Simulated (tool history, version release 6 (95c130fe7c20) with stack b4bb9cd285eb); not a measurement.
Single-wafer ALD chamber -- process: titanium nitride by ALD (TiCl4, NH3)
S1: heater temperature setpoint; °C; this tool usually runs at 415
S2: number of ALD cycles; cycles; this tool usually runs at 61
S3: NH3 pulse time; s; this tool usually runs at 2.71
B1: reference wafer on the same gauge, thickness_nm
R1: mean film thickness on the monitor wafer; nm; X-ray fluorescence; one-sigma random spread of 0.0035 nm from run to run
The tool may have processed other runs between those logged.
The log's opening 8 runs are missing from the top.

run,hour,S1,S2,S3,B1,R1
9,160.2,415,61,2.71,1.401,1.409
10,172.6,415,61,2.71,1.402,1.415
11,207.2,415,61,2.71,1.405,1.418
12,221.8,415,61,2.71,1.406,1.42
13,244.5,415,61,2.71,1.407,1.42
14,267.3,415,61,2.71,1.407,1.422
15,285.5,415,61,2.71,1.408,1.414
16,300,409,61,3.45,1.409,1.429
17,316.1,415,61,2.71,1.409,1.425
# hour 350.3: thermocouple changed; heater temperature recalibrated
18,350.8,429,61,2.26,1.409,1.416
19,371.5,415,66,3.63,1.411,1.556
20,386.1,408,70,2.29,1.41,1.624
# hour 411.9: showerhead replaced
21,412.4,430,56,3.4,1.412,1.319
22,419.7,415,52,2.71,1.411,1.213
# hour 435: gauge calibrated
23,449.5,409,61,2.71,1.389,1.409
24,472.3,429,61,2.71,1.394,1.409
25,487.5,415,61,2.71,1.395,1.411
26,515.8,415,61,3.08,1.398,1.416
27,547.5,415,61,2.71,1.401,1.42
28,582.6,415,61,3.15,1.404,1.425
29,610.9,415,61,2.71,1.405,1.418
30,636.7,411,73,1.84,1.406,1.68

Consider 4 possible next runs. They are alternatives, not a sequence: every one starts from the tool as it was left by run 30. What does each give?
A,637.2,415,61,2.71,?,?
B,637.2,415,66,3.45,?,?
C,637.2,421,61,2.71,?,?
D,637.2,407,52,1.64,?,?

run,B1,R1
A,1.406,1.415
B,1.406,1.542
C,1.406,1.417
D,1.406,1.176
Stripped of hidden state, with their random variation kept, the same runs would have yielded:
run,R1
A,1.399
B,1.524
C,1.401
D,1.163
